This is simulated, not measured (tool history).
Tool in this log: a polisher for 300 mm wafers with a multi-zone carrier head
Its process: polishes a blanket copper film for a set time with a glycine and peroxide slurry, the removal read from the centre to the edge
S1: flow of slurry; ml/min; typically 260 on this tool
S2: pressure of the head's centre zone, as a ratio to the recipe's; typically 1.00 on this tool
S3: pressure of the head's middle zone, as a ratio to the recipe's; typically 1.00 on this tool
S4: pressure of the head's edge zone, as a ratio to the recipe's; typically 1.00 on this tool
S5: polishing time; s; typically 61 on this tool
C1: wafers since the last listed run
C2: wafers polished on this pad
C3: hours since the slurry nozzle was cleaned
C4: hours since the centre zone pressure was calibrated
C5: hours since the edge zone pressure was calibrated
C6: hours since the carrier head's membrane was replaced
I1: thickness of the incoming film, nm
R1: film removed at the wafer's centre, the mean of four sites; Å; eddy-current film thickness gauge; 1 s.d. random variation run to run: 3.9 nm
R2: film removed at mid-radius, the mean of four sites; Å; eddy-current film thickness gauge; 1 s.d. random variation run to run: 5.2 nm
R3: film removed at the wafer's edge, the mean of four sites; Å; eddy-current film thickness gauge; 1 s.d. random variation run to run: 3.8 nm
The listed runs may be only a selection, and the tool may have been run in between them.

run   hour   S1    S2    S3    S4  S5   C1    C2     C3      C4     C5      C6      I1    R1    R2    R3
  1    0.0  290  1.00  1.00  1.10  68    0   267   25.0  1077.6  663.3  1441.8  2277.1  5205  5531  5859
  2   17.9  260  1.00  1.00  1.00  61  101   368   42.9  1095.5  681.2  1459.7  2296.9  4656  4957  5009
  3   29.4  260  1.00  1.00  1.05  61   64   433   54.4  1107.0  692.7  1471.2  2245.0  4649  4915  5112
  4   38.8  260  1.11  1.03  1.00  61   53   486   63.8  1116.4  702.1  1480.6  2307.8  5153  5067  5040
  5   55.4  290  1.00  1.11  1.00  46   93   580   80.4  1133.0  718.7  1497.2  2295.5  3527  4111  3782
  6   65.1  230  1.00  0.89  1.00  61   54   635   90.1  1142.7  728.4  1506.9  2274.7  4565  4439  4940
  7   76.2  260  1.05  1.09  1.06  61   62   698  101.2  1153.8  739.5  1518.0  2258.6  4821  5283  5132
      82.1  -- edge zone pressure recalibrated
  8   92.5  320  0.94  1.03  1.00  50   80   778  117.5  1170.1   10.4  1534.3  2260.2  3646  4267  4220
  9  100.2  260  1.00  1.07  1.00  45   43   822  125.2  1177.8   18.1  1542.0  2277.3  3422  3746  3678
     105.7  -- carrier head's membrane replaced by a new one
 10  108.5  260  1.00  1.00  1.00  67   18   841  133.5  1186.1   26.4     2.8  2311.6  5019  5442  5505
 11  124.3  290  1.00  1.00  0.90  54   89   930  149.3  1201.9   42.2    18.6  2293.9  4128  4504  4324
 12  133.4  260  1.00  1.00  1.00  61   51   981  158.4  1211.0   51.3    27.7  2287.8  4547  4982  4954
 13  140.5  260  1.00  1.00  1.00  61   40  1021  165.5  1218.1   58.4    34.8  2286.1  4641  5008  4989
 14  149.5  260  1.00  1.00  1.00  41   50  1072  174.5  1227.1   67.4    43.8  2293.2  3126  3337  3365
     158.7  -- centre zone pressure recalibrated
     166.4  -- worn pad replaced by a new one
 15  196.2  260  1.11  1.00  1.00  61  230   168  221.2    37.5  114.1    90.5  2278.4  5493  4958  4951
 16  211.8  260  0.90  1.00  0.97  77   88   256  236.8    53.1  129.7   106.1  2303.7  5609  6121  6185
 17  220.4  260  1.00  1.00  0.91  73   48   305  245.4    61.7  138.3   114.7  2263.8  5939  6068  5748
 18  259.8  190  1.09  0.94  1.00  61  222   527  284.8   101.1  177.7   154.1  2311.4  5031  4572  4851
 19  274.3  260  1.00  1.00  1.00  61   81   609  299.3   115.6  192.2   168.6  2296.8  4882  4990  5055
 20  285.0  195  0.94  0.96  0.91  61   60   670  310.0   126.3  202.9   179.3  2296.1  4348  4752  4672
 21  293.1  260  1.00  0.89  1.00  61   45   716  318.1   134.4  211.0   187.4  2325.3  4859  4611  5006

Predict each of these 5 candidate next runs independently; none follows another, all start after run 21:
  A  293.5  260  0.96  1.00  1.00  61   2  718  318.5  134.8  211.4  187.8  2295.1   ?   ?   ?
  B  293.5  260  1.00  1.00  1.00  73   2  718  318.5  134.8  211.4  187.8  2295.1   ?   ?   ?
  C  293.5  260  0.88  1.07  1.00  61   2  718  318.5  134.8  211.4  187.8  2295.1   ?   ?   ?
  D  293.5  295  0.93  1.00  1.10  61   2  718  318.5  134.8  211.4  187.8  2295.1   ?   ?   ?
  E  293.5  260  1.00  1.03  1.00  78   2  718  318.5  134.8  211.4  187.8  2295.1   ?   ?   ?

run    R1    R2    R3
  A  4700  5022  4992
  B  5862  6009  5974
  C  4304  5256  4988
  D  4624  5095  5262
  E  6265  6547  6381
Without the tool's hidden state the same runs would have given:
run    R1    R2    R3
  A  5036  5020  4992
  B  6280  6006  5974
  C  4615  5254  4988
  D  4956  5093  5262
  E  6711  6545  6381
